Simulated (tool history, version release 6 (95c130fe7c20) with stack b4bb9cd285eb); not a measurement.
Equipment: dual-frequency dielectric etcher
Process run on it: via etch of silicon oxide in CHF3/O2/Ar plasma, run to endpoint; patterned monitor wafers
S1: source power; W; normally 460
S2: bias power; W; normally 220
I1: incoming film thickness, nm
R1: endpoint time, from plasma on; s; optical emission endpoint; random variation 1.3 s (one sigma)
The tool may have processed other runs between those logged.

| run | hour | S1 | S2 | I1 | R1 |
|---|---|---|---|---|---|
| 1 | 0.0 | 460 | 220 | 827.9 | 400.5 |
| 2 | 38.3 | 460 | 220 | 834.1 | 402.7 |
| 3 | 80.1 | 460 | 220 | 831.2 | 402.7 |
| 4 | 130.7 | 460 | 220 | 836.6 | 402.4 |
| 5 | 183.4 | 460 | 197 | 833.4 | 416.3 |
|  | 214.0 | wet clean of the chamber |
| 6 | 271.3 | 460 | 220 | 828.8 | 406.0 |
| 7 | 372.3 | 460 | 220 | 828.9 | 403.0 |
| 8 | 426.1 | 460 | 220 | 823.8 | 400.7 |
|  | 457.3 | upper electrode replaced |
| 9 | 513.4 | 370 | 190 | 833.1 | 467.9 |
|  | 600.3 | bias power generator calibrated |
| 10 | 791.0 | 410 | 199 | 838.0 | 439.3 |
| 11 | 877.8 | 460 | 198 | 834.2 | 415.1 |
|  | 898.8 | source power generator calibrated |
|  | 911.7 | wet clean of the chamber |
| 12 | 914.8 | 550 | 220 | 826.8 | 377.2 |
| 13 | 984.5 | 360 | 201 | 831.1 | 469.8 |
| 14 | 1066.7 | 460 | 195 | 833.4 | 429.8 |
| 15 | 1139.2 | 550 | 220 | 828.5 | 375.4 |
| 16 | 1251.2 | 460 | 220 | 829.2 | 404.7 |

3 ways to go on from here, each from the tool as it stands after run 16. What would each give?
| A | 1251.7 | 460 | 220 | 827.9 | ? |
| B | 1251.7 | 540 | 182 | 827.9 | ? |
| C | 1251.7 | 580 | 220 | 827.9 | ? |

| run | R1 |
|---|---|
| A | 401.9 |
| B | 404.7 |
| C | 365.3 |
What these runs would have given with no unlogged condition in the tool:
| run | R1 |
|---|---|
| A | 406.2 |
| B | 409.1 |
| C | 369.3 |
